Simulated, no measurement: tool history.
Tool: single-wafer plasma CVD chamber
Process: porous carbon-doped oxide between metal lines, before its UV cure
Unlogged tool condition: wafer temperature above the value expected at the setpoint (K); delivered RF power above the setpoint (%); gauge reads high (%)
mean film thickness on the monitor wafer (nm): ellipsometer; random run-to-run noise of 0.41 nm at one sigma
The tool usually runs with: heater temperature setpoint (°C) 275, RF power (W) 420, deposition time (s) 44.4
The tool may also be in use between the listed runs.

run	hour	heater temperature setpoint (°C)	RF power (W)	deposition time (s)	wafers since the last listed run	hours since the last thermocouple change	hours since the last RF generator calibration	hours since the showerhead was replaced	hours since the gauge calibration	read-back reference wafer on the same gauge, thickness_nm	mean film thickness on the monitor wafer (nm)
1	0	275	420	44.4	0	2104	1417.5	3496.3	60.8	308.739	251.803
2	6.3	275	420	44.4	167	2110.3	1423.8	3502.6	67.1	308.985	251.343
3	36.9	275	420	44.4	814	2140.9	1454.4	3533.2	97.7	308.91	250.954
4	44	275	420	44.4	189	2148	1461.5	3540.3	104.8	309.348	251.03
5	59.3	275	420	44.4	407	2163.3	1476.8	3555.6	120.1	309.166	249.852
# hour 71: thermocouple changed; heater temperature recalibrated
6	71.5	275	420	44.4	111	0.5	1489	3567.8	132.3	308.946	249.309
7	75.3	275	420	44.4	101	4.3	1492.8	3571.6	136.1	309.119	249.409

Forecast run 8:
8	81.6	275	420	37.6	167	10.6	1499.1	3577.9	142.4	?	?

Run 8 gave read-back reference wafer on the same gauge, thickness_nm 308.962, mean film thickness on the monitor wafer (nm) 211.74.
Were there no unlogged condition in the tool, this run, its random variation unchanged, would have produced mean film thickness on the monitor wafer (nm) 229.419.
